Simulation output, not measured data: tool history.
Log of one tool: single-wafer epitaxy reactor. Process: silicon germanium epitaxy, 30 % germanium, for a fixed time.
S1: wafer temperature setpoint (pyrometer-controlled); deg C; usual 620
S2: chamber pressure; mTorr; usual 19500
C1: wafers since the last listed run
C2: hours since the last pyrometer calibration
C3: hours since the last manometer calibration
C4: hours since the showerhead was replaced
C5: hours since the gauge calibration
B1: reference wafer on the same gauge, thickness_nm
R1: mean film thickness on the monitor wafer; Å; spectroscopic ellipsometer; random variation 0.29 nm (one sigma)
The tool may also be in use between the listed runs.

Run 1, hour 0.0: usual settings but S2 16500 mTorr; C1 0; C2 1118.7; C3 1592.8; C4 5260.1; C5 134.2; B1 86.291. Result: R1 749.59 Å.
Run 2, hour 40.1: usual settings but S2 16500 mTorr; C1 1031; C2 1158.8; C3 1632.9; C4 5300.2; C5 174.3; B1 85.960. Result: R1 750.06 Å.
Run 3, hour 111.0: usual settings; C1 1824; C2 1229.7; C3 1703.8; C4 5371.1; C5 245.2; B1 85.774. Result: R1 810.30 Å.
Run 4, hour 137.2: usual settings; C1 674; C2 1255.9; C3 1730.0; C4 5397.3; C5 271.4; B1 85.690. Result: R1 804.20 Å.
Run 5, hour 183.1: usual settings but S1 625 deg C; C1 1180; C2 1301.8; C3 1775.9; C4 5443.2; C5 317.3; B1 85.765. Result: R1 871.74 Å.
Run 6, hour 207.3: usual settings; C1 622; C2 1326.0; C3 1800.1; C4 5467.4; C5 341.5; B1 85.604. Result: R1 811.59 Å.
Run 7, hour 235.5: usual settings; C1 725; C2 1354.2; C3 1828.3; C4 5495.6; C5 369.7; B1 85.424. Result: R1 801.59 Å.
Run 8, hour 276.4: usual settings; C1 1052; C2 1395.1; C3 1869.2; C4 5536.5; C5 410.6; B1 85.549. Result: R1 802.83 Å.
Run 9, hour 305.1: usual settings; C1 738; C2 1423.8; C3 1897.9; C4 5565.2; C5 439.3; B1 85.462. Result: R1 800.20 Å.
Run 10, hour 356.3: usual settings; C1 1317; C2 1475.0; C3 1949.1; C4 5616.4; C5 490.5; B1 85.324. Result: R1 798.35 Å.
At hour 429.9: capacitance manometer re-zeroed and calibrated.
Run 11, hour 472.0: usual settings; C1 2771; C2 1590.7; C3 42.1; C4 5732.1; C5 606.2; B1 85.133. Result: R1 796.26 Å.
At hour 524.1: pyrometer calibrated.
Run 12, hour 529.4: usual settings but S2 21000 mTorr; C1 1271; C2 5.3; C3 99.5; C4 5789.5; C5 663.6; B1 84.900. Result: R1 821.33 Å.
Run 13, hour 576.2: usual settings but S2 21000 mTorr; C1 1204; C2 52.1; C3 146.3; C4 5836.3; C5 710.4; B1 85.017. Result: R1 833.23 Å.
Run 14, hour 642.3: usual settings but S2 21000 mTorr; C1 1700; C2 118.2; C3 212.4; C4 5902.4; C5 776.5; B1 84.985. Result: R1 826.20 Å.
Run 15, hour 682.1: usual settings; C1 1024; C2 158.0; C3 252.2; C4 5942.2; C5 816.3; B1 84.968. Result: R1 798.25 Å.
Run 16, hour 717.9: usual settings but S1 610 deg C, S2 17600 mTorr; C1 921; C2 193.8; C3 288.0; C4 5978.0; C5 852.1; B1 85.046. Result: R1 652.86 Å.
Run 17, hour 788.5: usual settings; C1 1816; C2 264.4; C3 358.6; C4 6048.6; C5 922.7; B1 84.841. Result: R1 799.94 Å.
Run 18, hour 834.8: usual settings but S1 626 deg C; C1 1191; C2 310.7; C3 404.9; C4 6094.9; C5 969.0; B1 85.053. Result: R1 879.76 Å.
Run 19, hour 873.3: usual settings but S1 611 deg C, S2 17200 mTorr; C1 990; C2 349.2; C3 443.4; C4 6133.4; C5 1007.5; B1 84.844. Result: R1 657.55 Å.
Run 20, hour 908.8: usual settings but S2 21900 mTorr; C1 913; C2 384.7; C3 478.9; C4 6168.9; C5 1043.0; B1 84.945. Result: R1 835.42 Å.
Run 21, hour 937.1: usual settings; C1 728; C2 413.0; C3 507.2; C4 6197.2; C5 1071.3; B1 84.873. Result: R1 800.81 Å.
Run 22, hour 976.9: usual settings but S1 611 deg C; C1 1024; C2 452.8; C3 547.0; C4 6237.0; C5 1111.1; B1 84.890. Result: R1 692.56 Å.
Run 23, hour 1002.3: usual settings but S1 632 deg C; C1 653; C2 478.2; C3 572.4; C4 6262.4; C5 1136.5; B1 84.692. Result: R1 959.66 Å.
Run 24, hour 1066.6: usual settings but S1 611 deg C, S2 21500 mTorr; C1 1654; C2 542.5; C3 636.7; C4 6326.7; C5 1200.8; B1 84.650. Result: R1 721.76 Å.
Run 25, hour 1127.8: usual settings but S1 627 deg C, S2 15900 mTorr; C1 1574; C2 603.7; C3 697.9; C4 6387.9; C5 1262.0; B1 84.723. Result: R1 805.71 Å.
Run 26, hour 1170.7: usual settings but S1 630 deg C, S2 22100 mTorr; C1 1103; C2 646.6; C3 740.8; C4 6430.8; C5 1304.9; B1 84.710. Result: R1 981.68 Å.
At hour 1204.7: showerhead replaced.
At hour 1255.1: gauge calibrated.
Run 27, hour 1271.5: usual settings but S1 633 deg C, S2 22600 mTorr; C1 2387; C2 747.4; C3 841.6; C4 66.8; C5 16.4; B1 87.271. Result: R1 1069.34 Å.
Run 28, hour 1329.1: usual settings but S1 627 deg C, S2 21000 mTorr; C1 1481; C2 805.0; C3 899.2; C4 124.4; C5 74.0; B1 87.054. Result: R1 939.73 Å.
Run 29, hour 1369.8: usual settings but S1 613 deg C; C1 1047; C2 845.7; C3 939.9; C4 165.1; C5 114.7; B1 86.988. Result: R1 728.06 Å.
Run 30, hour 1396.0: usual settings; C1 674; C2 871.9; C3 966.1; C4 191.3; C5 140.9; B1 86.673. Result: R1 820.60 Å.
Run 31, hour 1445.9: usual settings but S1 631 deg C, S2 16500 mTorr; C1 1283; C2 921.8; C3 1016.0; C4 241.2; C5 190.8; B1 86.560. Result: R1 892.15 Å.
Run 32, hour 1503.4: usual settings but S1 628 deg C; C1 1479; C2 979.3; C3 1073.5; C4 298.7; C5 248.3; B1 86.511. Result: R1 922.88 Å.
Run 33, hour 1533.3: usual settings but S1 612 deg C, S2 14800 mTorr; C1 769; C2 1009.2; C3 1103.4; C4 328.6; C5 278.2; B1 86.387. Result: R1 633.95 Å.
Run 34, hour 1565.6: usual settings but S1 630 deg C, S2 22500 mTorr; C1 831; C2 1041.5; C3 1135.7; C4 360.9; C5 310.5; B1 86.350. Result: R1 1003.75 Å.
Run 35, hour 1631.4: usual settings; C1 1692; C2 1107.3; C3 1201.5; C4 426.7; C5 376.3; B1 86.123. Result: R1 813.73 Å.
Run 36, hour 1680.4: usual settings but S1 629 deg C, S2 14700 mTorr; C1 1260; C2 1156.3; C3 1250.5; C4 475.7; C5 425.3; B1 86.084. Result: R1 815.09 Å.

Hidden state or all else? Some run-to-run changes of R1, split into what the settings, what came in and random variation would give without the hidden state, and what is left for the hidden state (with any gauge scatter that isn't in both results):
The hidden state here: wafer temperature above the value expected at the setpoint (K); true pressure above the setpoint (%); gauge reads high (%).
Run 22 -> 23: S1 611 -> 632. R1 +267.10 Å: hidden state -7.92, all else +275.02.
Run 23 -> 24: S1 632 -> 611, S2 19500 -> 21500. R1 -237.90 Å: hidden state +6.79, all else -244.69.
Run 26 -> 27: S1 630 -> 633, S2 22100 -> 22600, showerhead replaced, gauge calibrated. R1 +87.66 Å: hidden state +29.47, all else +58.19.
Run 32 -> 33: S1 628 -> 612, S2 19500 -> 14800. R1 -288.93 Å: hidden state +2.21, all else -291.14.
Run 33 -> 34: S1 612 -> 630, S2 14800 -> 22500. R1 +369.80 Å: hidden state -4.88, all else +374.68.
